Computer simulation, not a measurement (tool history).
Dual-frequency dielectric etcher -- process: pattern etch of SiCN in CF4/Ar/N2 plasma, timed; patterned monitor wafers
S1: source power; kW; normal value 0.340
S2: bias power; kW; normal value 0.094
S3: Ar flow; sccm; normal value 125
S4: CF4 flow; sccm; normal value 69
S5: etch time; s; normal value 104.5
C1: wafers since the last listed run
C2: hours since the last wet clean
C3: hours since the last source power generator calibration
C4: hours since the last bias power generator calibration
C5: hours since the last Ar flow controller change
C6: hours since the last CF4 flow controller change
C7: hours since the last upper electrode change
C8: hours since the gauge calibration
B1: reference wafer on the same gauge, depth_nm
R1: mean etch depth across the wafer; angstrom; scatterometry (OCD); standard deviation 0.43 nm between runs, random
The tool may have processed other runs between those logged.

{"run": 1, "day": 0.0, "S1": 0.34, "S2": 0.094, "S3": 105, "S4": 69, "S5": 104.5, "C1": 0, "C2": 105.6, "C3": 1970.0, "C4": 308.0, "C5": 1428.9, "C6": 1721.1, "C7": 289.4, "C8": 2469.8, "B1": 73.5, "R1": 718}
{"run": 2, "day": 2.308, "S1": 0.34, "S2": 0.094, "S3": 105, "S4": 69, "S5": 104.5, "C1": 544, "C2": 161.0, "C3": 2025.4, "C4": 363.4, "C5": 1484.3, "C6": 1776.5, "C7": 344.8, "C8": 2525.2, "B1": 73.7, "R1": 716}
{"run": 3, "day": 9.571, "S1": 0.34, "S2": 0.094, "S3": 125, "S4": 69, "S5": 104.5, "C1": 1711, "C2": 335.3, "C3": 2199.7, "C4": 537.7, "C5": 1658.6, "C6": 1950.8, "C7": 519.1, "C8": 2699.5, "B1": 73.6, "R1": 693}
{"day": 10.367, "done": "gauge calibrated"}
{"run": 4, "day": 12.967, "S1": 0.34, "S2": 0.094, "S3": 125, "S4": 69, "S5": 104.5, "C1": 800, "C2": 416.8, "C3": 2281.2, "C4": 619.2, "C5": 1740.1, "C6": 2032.3, "C7": 600.6, "C8": 62.4, "B1": 73.4, "R1": 691}
{"run": 5, "day": 16.083, "S1": 0.34, "S2": 0.115, "S3": 125, "S4": 69, "S5": 104.5, "C1": 734, "C2": 491.6, "C3": 2356.0, "C4": 694.0, "C5": 1814.9, "C6": 2107.1, "C7": 675.4, "C8": 137.2, "B1": 73.6, "R1": 720}
{"day": 17.808, "done": "wet clean of the chamber"}
{"run": 6, "day": 18.379, "S1": 0.34, "S2": 0.07, "S3": 125, "S4": 69, "S5": 120.0, "C1": 305, "C2": 13.7, "C3": 2411.1, "C4": 749.1, "C5": 1870.0, "C6": 2162.2, "C7": 730.5, "C8": 192.3, "B1": 73.6, "R1": 778}
{"run": 7, "day": 22.408, "S1": 0.34, "S2": 0.094, "S3": 125, "S4": 69, "S5": 104.5, "C1": 949, "C2": 110.4, "C3": 2507.8, "C4": 845.8, "C5": 1966.7, "C6": 2258.9, "C7": 827.2, "C8": 289.0, "B1": 73.5, "R1": 717}
{"run": 8, "day": 26.583, "S1": 0.34, "S2": 0.094, "S3": 125, "S4": 69, "S5": 104.5, "C1": 984, "C2": 210.6, "C3": 2608.0, "C4": 946.0, "C5": 2066.9, "C6": 2359.1, "C7": 927.4, "C8": 389.2, "B1": 73.5, "R1": 713}
{"run": 9, "day": 29.996, "S1": 0.34, "S2": 0.094, "S3": 125, "S4": 69, "S5": 104.5, "C1": 804, "C2": 292.5, "C3": 2689.9, "C4": 1027.9, "C5": 2148.8, "C6": 2441.0, "C7": 1009.3, "C8": 471.1, "B1": 73.5, "R1": 700}
{"run": 10, "day": 32.875, "S1": 0.34, "S2": 0.104, "S3": 101, "S4": 78, "S5": 78.5, "C1": 678, "C2": 361.6, "C3": 2759.0, "C4": 1097.0, "C5": 2217.9, "C6": 2510.1, "C7": 1078.4, "C8": 540.2, "B1": 73.6, "R1": 559}
{"day": 35.292, "done": "CF4 flow controller replaced"}
{"run": 11, "day": 35.504, "S1": 0.3, "S2": 0.094, "S3": 125, "S4": 69, "S5": 104.5, "C1": 560, "C2": 424.7, "C3": 2822.1, "C4": 1160.1, "C5": 2281.0, "C6": 5.1, "C7": 1141.5, "C8": 603.3, "B1": 73.5, "R1": 642}
{"day": 39.15, "done": "wet clean of the chamber"}
{"run": 12, "day": 39.171, "S1": 0.34, "S2": 0.094, "S3": 140, "S4": 52, "S5": 104.5, "C1": 628, "C2": 0.5, "C3": 2910.1, "C4": 1248.1, "C5": 2369.0, "C6": 93.1, "C7": 1229.5, "C8": 691.3, "B1": 73.4, "R1": 694}
{"run": 13, "day": 40.375, "S1": 0.31, "S2": 0.076, "S3": 142, "S4": 69, "S5": 80.5, "C1": 283, "C2": 29.4, "C3": 2939.0, "C4": 1277.0, "C5": 2397.9, "C6": 122.0, "C7": 1258.4, "C8": 720.2, "B1": 73.5, "R1": 491}
{"day": 43.212, "done": "source power generator calibrated"}
{"run": 14, "day": 44.542, "S1": 0.37, "S2": 0.094, "S3": 125, "S4": 69, "S5": 104.5, "C1": 942, "C2": 129.4, "C3": 31.9, "C4": 1377.0, "C5": 2497.9, "C6": 222.0, "C7": 1358.4, "C8": 820.2, "B1": 73.5, "R1": 755}
{"day": 46.358, "done": "Ar flow controller replaced"}
{"run": 15, "day": 52.35, "S1": 0.39, "S2": 0.094, "S3": 125, "S4": 69, "S5": 126.5, "C1": 1781, "C2": 316.8, "C3": 219.3, "C4": 1564.4, "C5": 143.8, "C6": 409.4, "C7": 1545.8, "C8": 1007.6, "B1": 73.5, "R1": 931}
{"run": 16, "day": 54.467, "S1": 0.39, "S2": 0.106, "S3": 125, "S4": 84, "S5": 93.0, "C1": 498, "C2": 367.6, "C3": 270.1, "C4": 1615.2, "C5": 194.6, "C6": 460.2, "C7": 1596.6, "C8": 1058.4, "B1": 73.5, "R1": 708}
{"run": 17, "day": 58.083, "S1": 0.34, "S2": 0.094, "S3": 125, "S4": 85, "S5": 120.0, "C1": 852, "C2": 454.4, "C3": 356.9, "C4": 1702.0, "C5": 281.4, "C6": 547.0, "C7": 1683.4, "C8": 1145.2, "B1": 73.5, "R1": 812}
{"run": 18, "day": 62.425, "S1": 0.38, "S2": 0.085, "S3": 125, "S4": 69, "S5": 104.5, "C1": 1023, "C2": 558.6, "C3": 461.1, "C4": 1806.2, "C5": 385.6, "C6": 651.2, "C7": 1787.6, "C8": 1249.4, "B1": 73.6, "R1": 720}
{"day": 63.812, "done": "wet clean of the chamber"}
{"run": 19, "day": 64.792, "S1": 0.34, "S2": 0.094, "S3": 125, "S4": 69, "S5": 104.5, "C1": 322, "C2": 23.5, "C3": 517.9, "C4": 1863.0, "C5": 442.4, "C6": 708.0, "C7": 1844.4, "C8": 1306.2, "B1": 73.7, "R1": 717}
{"run": 20, "day": 66.338, "S1": 0.34, "S2": 0.094, "S3": 125, "S4": 69, "S5": 124.5, "C1": 364, "C2": 60.6, "C3": 555.0, "C4": 1900.1, "C5": 479.5, "C6": 745.1, "C7": 1881.5, "C8": 1343.3, "B1": 73.7, "R1": 852}
{"run": 21, "day": 69.454, "S1": 0.34, "S2": 0.104, "S3": 125, "S4": 69, "S5": 127.5, "C1": 734, "C2": 135.4, "C3": 629.8, "C4": 1974.9, "C5": 554.3, "C6": 819.9, "C7": 1956.3, "C8": 1418.1, "B1": 73.6, "R1": 889}
{"run": 22, "day": 72.338, "S1": 0.34, "S2": 0.117, "S3": 155, "S4": 61, "S5": 79.5, "C1": 679, "C2": 204.6, "C3": 699.0, "C4": 2044.1, "C5": 623.5, "C6": 889.1, "C7": 2025.5, "C8": 1487.3, "B1": 73.5, "R1": 548}

The same runs without the tool's hidden state, with the same run-to-run variation:
Hidden conditions of the tool in this case: etch rate over this chamber's usual, %; source power that arrives over what is set, %; bias power that arrives over what is set, %; Ar flow that arrives over what is set, %; CF4 flow that arrives over what is set, %; gauge reads high (%).
run=1 R1=729
run=2 R1=731
run=3 R1=719
run=4 R1=722
run=5 R1=757
run=6 R1=773
run=7 R1=718
run=8 R1=721
run=9 R1=713
run=10 R1=574
run=11 R1=662
run=12 R1=696
run=13 R1=493
run=14 R1=766
run=15 R1=962
run=16 R1=735
run=17 R1=849
run=18 R1=761
run=19 R1=720
run=20 R1=859
run=21 R1=902
run=22 R1=560
